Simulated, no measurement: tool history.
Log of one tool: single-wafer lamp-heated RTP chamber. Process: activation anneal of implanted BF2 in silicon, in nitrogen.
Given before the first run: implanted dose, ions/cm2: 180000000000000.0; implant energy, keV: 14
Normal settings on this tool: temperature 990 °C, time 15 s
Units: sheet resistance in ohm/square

run	hour	temperature	time	wafers since the last listed run	wafers since the last pyrometer calibration	wafers since the reflector plate was cleaned	hours since the gauge calibration	read-back reference wafer on the same gauge, sheet resistance	sheet resistance
1	0.0	990	19	0	412	2309	1308.4	667.97	642.28
2	32.2	990	19	428	840	2738	1340.6	668.03	643.64
3	97.8	990	15	872	1713	3611	1406.2	667.98	645.40
4	157.0	990	8	787	2501	4399	1465.4	667.70	647.71
5	226.9	990	8	930	3431	5329	1535.3	668.03	646.02
6	277.4	990	21	672	4103	6001	1585.8	667.52	643.04
# hour 314.3: pyrometer window cleaned and pyrometer calibrated
7	320.2	990	21	463	78	6464	1628.6	668.03	641.55
8	354.4	990	15	455	533	6919	1662.8	668.08	645.09
9	388.4	990	15	452	986	7371	1696.8	668.14	645.81
# hour 412.5: reflector plate cleaned
10	424.7	990	15	376	1362	162	1733.1	668.09	644.63
11	618.5	990	15	2578	3941	2741	1926.9	667.88	643.81
12	651.8	990	15	443	4384	3184	1960.2	667.95	644.42
13	713.9	990	15	826	5211	4010	2022.3	668.14	646.66
# hour 765.8: pyrometer window cleaned and pyrometer calibrated
14	771.7	990	15	662	78	4673	2080.1	668.36	645.74
15	831.5	990	15	795	874	5469	2139.9	667.77	643.03
16	883.0	990	15	685	1559	6154	2191.4	668.21	645.06
17	945.7	990	15	834	2394	6989	2254.1	667.91	645.01
18	972.7	990	15	359	2753	7348	2281.1	667.97	646.27
# hour 1001.0: gauge calibrated
19	1009.6	961	22	491	3244	7839	8.6	668.45	659.05
# hour 1018.7: reflector plate cleaned
20	1047.1	990	11	392	3637	378	46.1	667.83	644.39
21	1071.4	976	18	323	3960	701	70.4	667.65	646.82
22	1103.2	1004	9	423	4383	1124	102.2	668.28	645.33
# hour 1134.3: pyrometer window cleaned and pyrometer calibrated
23	1153.1	999	15	557	250	1682	152.1	668.24	642.57
24	1198.5	1004	9	604	854	2286	197.5	667.98	645.20
25	1227.9	1005	23	391	1245	2677	226.9	668.22	638.26
26	1264.7	1016	15	489	1735	3167	263.7	668.02	640.46
27	1310.2	990	18	605	2340	3772	309.2	667.77	643.81
28	1352.2	1002	12	558	2899	4331	351.2	668.21	642.07
29	1402.5	967	21	669	3569	5001	401.5	668.19	653.20
30	1455.3	990	15	702	4271	5703	454.3	668.00	645.29
# hour 1490.4: pyrometer window cleaned and pyrometer calibrated
31	1501.3	990	22	505	144	6209	500.3	668.17	638.86
32	1554.6	990	15	709	854	6918	553.6	668.12	644.02
# hour 1572.6: reflector plate cleaned
33	1601.8	1019	23	521	1375	389	600.8	667.99	633.39
34	1645.2	990	10	577	1953	966	644.2	668.21	645.42
35	1691.0	981	22	609	2562	1576	690.0	667.56	643.85
36	1734.4	990	15	577	3140	2153	733.4	667.65	645.01

Run 37, settings as shown, results not yet in. Your forecast:
37	1803.0	1007	15	912	4053	3066	802.0	?	?

{"run 37": {"read-back reference wafer on the same gauge, sheet resistance": 667.78, "sheet resistance": 640.85}}
With no hidden state in the tool, this same run would have given sheet resistance 640.85 ohm/square.

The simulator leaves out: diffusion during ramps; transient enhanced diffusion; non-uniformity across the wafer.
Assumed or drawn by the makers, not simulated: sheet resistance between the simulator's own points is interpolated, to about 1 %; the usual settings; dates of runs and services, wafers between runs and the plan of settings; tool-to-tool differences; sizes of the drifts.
